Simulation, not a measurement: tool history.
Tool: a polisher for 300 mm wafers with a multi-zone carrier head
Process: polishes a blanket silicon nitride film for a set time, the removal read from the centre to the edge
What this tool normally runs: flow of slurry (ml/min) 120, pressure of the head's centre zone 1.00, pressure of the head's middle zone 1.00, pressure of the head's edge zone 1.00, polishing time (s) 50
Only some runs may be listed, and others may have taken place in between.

run,hour,flow of slurry (ml/min),pressure of the head's centre zone,pressure of the head's middle zone,pressure of the head's edge zone,polishing time (s),"incoming thickness of the incoming film, nm",film removed at the wafer's centre (nm),film removed at mid-radius (nm),film removed at the wafer's edge (nm)
1,0.0,120,1.00,1.00,0.97,50,646.4,156.3,165.0,162.9
2,68.8,120,1.00,1.00,1.05,42,645.9,128.6,135.5,141.9
# hour 141.2: slurry nozzle cleaned
3,149.4,120,1.00,1.00,1.05,42,638.7,127.4,135.2,141.7
# hour 160.9: centre zone pressure recalibrated
4,237.5,120,1.00,1.00,1.05,42,653.2,134.0,135.0,143.2
5,314.4,135,1.00,1.00,1.00,50,648.0,163.2,162.8,163.3
# hour 349.2: worn pad replaced by a new one
6,400.1,120,1.00,0.91,1.00,50,646.9,165.0,153.9,166.6
7,495.0,120,1.11,0.93,1.00,50,646.3,180.2,152.4,166.7
8,598.9,120,1.00,1.00,0.95,50,656.3,159.3,156.8,161.6
9,672.6,120,0.95,1.00,1.00,50,651.8,151.6,160.6,164.8
10,735.9,120,1.00,1.00,1.00,50,649.4,159.9,163.5,165.2
# hour 783.9: slurry nozzle cleaned
11,820.0,155,1.00,1.00,1.00,65,641.9,213.5,217.8,218.9
12,881.0,120,1.00,1.00,1.00,65,649.7,204.8,210.5,213.1
13,956.9,120,1.00,1.00,1.00,50,652.3,154.1,161.1,163.4
# hour 973.3: worn pad replaced by a new one
# hour 980.0: centre zone pressure recalibrated
14,1051.6,90,1.00,0.94,1.00,50,659.8,151.1,145.2,160.9
# hour 1089.4: edge zone pressure recalibrated
15,1316.0,145,1.00,1.00,0.90,50,636.7,169.1,165.5,160.5
16,1406.4,95,1.00,1.00,0.94,50,657.1,151.4,152.8,153.4
# hour 1459.1: carrier head's membrane replaced by a new one
17,1468.4,120,1.00,1.00,1.08,50,642.8,159.4,158.6,171.3
# hour 1477.1: slurry nozzle cleaned
# hour 1551.2: worn pad replaced by a new one
18,1551.7,80,0.89,1.00,0.92,50,654.0,128.7,145.6,150.9
19,1590.5,120,1.07,1.00,1.00,50,653.6,171.2,161.6,165.6
20,1676.5,120,1.00,1.00,1.00,50,651.3,160.2,163.5,164.9
21,1766.3,120,1.00,1.10,1.12,61,645.3,191.3,220.2,214.2
22,1835.0,135,0.96,1.00,1.00,50,648.3,153.9,162.5,168.4
23,1919.6,85,0.94,1.07,1.00,43,647.8,114.8,135.5,133.9

3 options for the next run, each taken on its own from the tool as it stands now. Forecast them:
A,1920.0,90,1.00,1.00,1.00,50,647.1,?,?,?
B,1920.0,120,1.00,1.00,1.06,50,647.1,?,?,?
C,1920.0,120,1.00,0.89,0.96,44,647.1,?,?,?

run,film removed at the wafer's centre (nm),film removed at mid-radius (nm),film removed at the wafer's edge (nm)
A,142.9,153.2,157.9
B,153.6,163.2,169.7
C,135.1,130.3,142.5
With no hidden state in the tool, these same runs would have given:
run,film removed at the wafer's centre (nm),film removed at mid-radius (nm),film removed at the wafer's edge (nm)
A,152.4,155.8,160.6
B,163.9,166.0,172.6
C,144.1,132.5,145.0
